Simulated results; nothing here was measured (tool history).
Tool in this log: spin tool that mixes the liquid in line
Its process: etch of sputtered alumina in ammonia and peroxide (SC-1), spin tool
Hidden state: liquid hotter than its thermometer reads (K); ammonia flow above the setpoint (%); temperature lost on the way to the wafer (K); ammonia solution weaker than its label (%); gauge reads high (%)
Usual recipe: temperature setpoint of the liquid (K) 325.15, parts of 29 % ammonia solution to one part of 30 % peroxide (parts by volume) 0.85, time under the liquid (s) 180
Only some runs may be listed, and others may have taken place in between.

run,hour,temperature setpoint of the liquid (K),parts of 29 % ammonia solution to one part of 30 % peroxide (parts by volume),time under the liquid (s),wafers since the last listed run,hours since the thermometer was replaced,hours since the ammonia flow meter was replaced,hours since the heated supply line was repaired,hours since the drum of ammonia solution was connected,hours since the gauge calibration,"read-back film thickness of the sputtered alumina reference wafer, read on the same gauge (nm)",thickness taken off the sputtered alumina on a monitor wafer (nm)
1,0.0,325.15,0.85,200,0,2436.7,1656.4,3705.5,554.8,188.4,149.97,18.06
# hour 0.3: gauge calibrated
2,9.9,325.15,0.95,180,90,2446.6,1666.3,3715.4,564.7,9.6,149.98,16.31
3,23.7,325.15,0.95,180,126,2460.4,1680.1,3729.2,578.5,23.4,149.98,16.31
4,39.5,325.15,0.95,180,145,2476.2,1695.9,3745.0,594.3,39.2,149.99,16.44
5,53.1,325.15,0.85,135,124,2489.8,1709.5,3758.6,607.9,52.8,150.01,12.18
6,65.7,325.15,0.85,135,115,2502.4,1722.1,3771.2,620.5,65.4,149.97,12.19
7,72.1,327.65,0.85,260,58,2508.8,1728.5,3777.6,626.9,71.8,150.02,26.53
8,87.9,325.15,0.85,180,145,2524.6,1744.3,3793.4,642.7,87.6,149.99,16.23
9,104.1,325.15,0.85,180,148,2540.8,1760.5,3809.6,658.9,103.8,150.01,16.24
10,114.3,325.15,0.85,230,93,2551.0,1770.7,3819.8,669.1,114.0,150.00,20.97
11,126.5,325.15,0.85,230,111,2563.2,1782.9,3832.0,681.3,126.2,149.99,20.87
12,132.6,325.15,0.85,180,55,2569.3,1789.0,3838.1,687.4,132.3,150.00,16.28
13,143.1,325.15,1.00,180,96,2579.8,1799.5,3848.6,697.9,142.8,150.00,16.55
14,155.6,325.15,1.00,180,114,2592.3,1812.0,3861.1,710.4,155.3,150.00,16.62
# hour 165.3: new drum of ammonia solution connected
# hour 170.6: ammonia flow meter replaced
15,172.2,325.15,0.50,180,134,2608.9,1.6,3877.7,6.9,171.9,149.99,15.61
16,180.2,325.15,1.00,180,73,2616.9,9.6,3885.7,14.9,179.9,149.99,16.59
17,196.2,325.15,0.85,180,146,2632.9,25.6,3901.7,30.9,195.9,149.98,16.42
# hour 201.8: gauge calibrated
18,208.1,329.15,1.10,180,109,2644.8,37.5,3913.6,42.8,6.3,150.00,20.57
# hour 213.0: thermometer replaced
# hour 215.5: heated supply line repaired
19,220.0,325.15,0.75,180,90,7.0,49.4,4.5,54.7,18.2,150.00,13.96
20,255.2,318.65,0.55,180,323,42.2,84.6,39.7,89.9,53.4,150.00,9.49
21,261.9,325.15,0.85,180,61,48.9,91.3,46.4,96.6,60.1,149.99,14.22
22,275.0,325.15,0.85,180,120,62.0,104.4,59.5,109.7,73.2,149.99,14.15
23,286.1,327.65,1.05,115,101,73.1,115.5,70.6,120.8,84.3,149.99,10.59
24,301.9,320.15,0.70,100,145,88.9,131.3,86.4,136.6,100.1,150.00,5.91
25,314.4,320.65,0.85,180,114,101.4,143.8,98.9,149.1,112.6,150.02,11.11

Predict each of these 3 candidate next runs independently; none follows another, all start after run 25:
A,314.9,325.15,1.20,180,4,101.9,144.3,99.4,149.6,113.1,?,?
B,314.9,315.65,0.85,120,4,101.9,144.3,99.4,149.6,113.1,?,?
C,314.9,325.15,0.85,215,4,101.9,144.3,99.4,149.6,113.1,?,?

run,"read-back film thickness of the sputtered alumina reference wafer, read on the same gauge (nm)",thickness taken off the sputtered alumina on a monitor wafer (nm)
A,149.98,14.71
B,149.98,5.58
C,149.98,17.00
With the hidden condition removed and each run's random variation left untouched, the same runs would have given:
run,thickness taken off the sputtered alumina on a monitor wafer (nm)
A,14.49
B,5.49
C,16.75
